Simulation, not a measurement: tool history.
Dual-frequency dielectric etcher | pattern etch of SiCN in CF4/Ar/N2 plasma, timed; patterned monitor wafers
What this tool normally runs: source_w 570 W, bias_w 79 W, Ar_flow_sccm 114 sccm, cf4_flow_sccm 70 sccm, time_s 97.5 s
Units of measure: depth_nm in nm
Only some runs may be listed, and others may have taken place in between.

run     day  source_w  bias_w  Ar_flow_sccm  cf4_flow_sccm  time_s  wafers since the last listed run  hours since the last wet clean  hours since the last source power generator calibration  hours since the last bias power generator calibration  hours since the last Ar flow controller change  hours since the last CF4 flow controller change  hours since the last upper electrode change  hours since the gauge calibration  read-back reference wafer on the same gauge, depth_nm  depth_nm
  1   0.000       570      79           114             70    97.5                                 0                           411.8                                                   2339.5                                                 1535.2                                          4800.5                                           2571.1                                       4595.2                               34.0                                                  120.0     116.6
      0.150  -- wet clean of the chamber
  2   2.067       570      79           131             82    97.5                               574                            46.0                                                   2389.1                                                 1584.8                                          4850.1                                           2620.7                                       4644.8                               83.6                                                  119.9     115.4
  3   4.150       570      79           131             82    97.5                               624                            96.0                                                   2439.1                                                 1634.8                                          4900.1                                           2670.7                                       4694.8                              133.6                                                  120.2     115.4
  4   5.379       570      84           114             75    97.5                               368                           125.5                                                   2468.6                                                 1664.3                                          4929.6                                           2700.2                                       4724.3                              163.1                                                  120.1     119.5
  5   8.379       570      84           114             75    97.5                               898                           197.5                                                   2540.6                                                 1736.3                                          5001.6                                           2772.2                                       4796.3                              235.1                                                  120.0     119.6
  6  10.096       570      79           114             70    97.5                               514                           238.7                                                   2581.8                                                 1777.5                                          5042.8                                           2813.4                                       4837.5                              276.3                                                  119.9     116.6
     11.917  -- Ar flow controller replaced
  7  12.833       570      79           114             70    97.5                               745                           304.4                                                   2647.5                                                 1843.2                                            22.0                                           2879.1                                       4903.2                              342.0                                                  120.0     116.7
  8  14.233       570      94           114             76   106.0                               419                           338.0                                                   2681.1                                                 1876.8                                            55.6                                           2912.7                                       4936.8                              375.6                                                  119.9     137.4
     15.296  -- upper electrode replaced
     15.629  -- bias power generator calibrated
  9  17.071       570      67           114             70    97.5                               500                           406.1                                                   2749.2                                                   34.6                                           123.7                                           2980.8                                         42.6                              443.7                                                  120.0     111.4
     18.171  -- wet clean of the chamber
 10  18.454       570      94           114             76   106.0                               114                             6.8                                                   2782.4                                                   67.8                                           156.9                                           3014.0                                         75.8                              476.9                                                  119.8     134.7
     19.008  -- CF4 flow controller replaced
 11  19.554       620      79           114             70   117.0                               254                            33.2                                                   2808.8                                                   94.2                                           183.3                                             13.1                                        102.2                              503.3                                                  120.1     150.9
 12  21.946       570      84            86             70    97.5                               716                            90.6                                                   2866.2                                                  151.6                                           240.7                                             70.5                                        159.6                              560.7                                                  120.1     123.5

Forecast run 13:
     22.229  -- source power generator calibrated
     22.358  -- gauge calibrated
 13  24.233       570      79           114             70    97.5                               635                           145.5                                                     48.1                                                  206.5                                           295.6                                            125.4                                        214.5                               45.0                                                      ?         ?

Run 13 measured read-back reference wafer on the same gauge, depth_nm 120.1, depth_nm 109.6 nm.
The same run, on a tool lacking any hidden state, would have yielded depth_nm 108.5 nm.
